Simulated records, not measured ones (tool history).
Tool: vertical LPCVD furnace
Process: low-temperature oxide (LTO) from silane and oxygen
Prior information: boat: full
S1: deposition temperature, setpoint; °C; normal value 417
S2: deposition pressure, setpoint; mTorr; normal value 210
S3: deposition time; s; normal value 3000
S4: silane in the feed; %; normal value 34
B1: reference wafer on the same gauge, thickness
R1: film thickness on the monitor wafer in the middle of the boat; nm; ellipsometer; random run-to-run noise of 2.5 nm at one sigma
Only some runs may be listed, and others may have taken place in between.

run	hour	S1	S2	S3	S4	B1	R1
1	0	417	210	3000	34	442.48	485.83
2	96.7	417	210	3000	34	442.4	490.89
3	196.6	417	210	3000	34	441.11	486.1
# hour 251.1: silane flow controller replaced
# hour 251.2: gauge calibrated
4	251.6	417	210	3000	34	442.29	485.71
5	312.5	417	210	2670	34	441.89	432.92
6	395.9	417	210	2670	34	442.11	436.3
7	435.5	417	210	3000	34	442.15	489.65
8	495.1	417	210	3000	34	442.38	488.28
9	595.7	417	210	3000	34	441.78	489.5
10	676.8	417	210	3000	34	441.84	492.15
11	782.3	417	210	3000	34	441.56	489.63
12	843	417	170	3000	34	442.06	400.75
13	887.6	417	210	3000	34	442.11	492.14
14	931.1	409	245	3000	40	441.47	641.66
15	1013.1	417	210	3000	34	441.24	496.21
# hour 1055.6: thermocouples replaced and temperature profile calibrated
16	1098.1	417	210	3000	34	442.21	475.67
17	1205.6	417	210	3000	34	441.97	473.96
18	1248	417	210	3000	34	442.29	479.15
19	1300.2	417	170	3000	30	442.3	327.91
20	1336.8	417	210	3660	36	441.95	635.5
21	1437.6	423	245	3000	34	442.27	606.4
22	1492.1	417	185	2700	34	441.66	387.87
23	1568.1	427	180	3600	40	442.05	680.85
# hour 1687.7: pressure gauge zeroed
24	1688.2	417	210	3000	34	441.04	469.5
25	1753.9	417	210	3000	34	442.67	482.62
26	2047.6	412	235	2460	31	441.84	368.26
27	2110.5	423	165	3540	28	442.23	361.84
28	2146.7	417	210	1800	34	441.59	288.73
29	2214.5	417	210	3000	34	441.81	481.88
30	2295	417	230	2280	30	442.12	341.71
31	2331.1	410	210	3000	34	441.13	449.07
32	2388.4	417	210	3000	34	441.53	482.92

Subtracting, for every run, the result it would have given without the tool's unlogged condition from the measured result gives the following. The same run-to-run variation enters both numbers; the gauge's scatter may not:
What the log doesn't record here: true tube temperature minus thermocouple reading, K; true pressure minus gauge reading, mTorr; deviation of the silane flow from its setpoint, %; gauge reads high (%).
run	R1
1	+19.57
2	+20.07
3	+20.26
4	+20.5
5	+18.56
6	+19.16
7	+21.76
8	+22.12
9	+22.98
10	+23.82
11	+24.73
12	+21.33
13	+26
14	+33.38
15	+27.74
16	+7.43
17	+10.82
18	+12.27
19	+10.99
20	+19.81
21	+20.77
22	+17.21
23	+33.23
24	+8.34
25	+9.31
26	+10.24
27	+10.19
28	+8.32
29	+14.74
30	+11.52
31	+15.54
32	+17.07
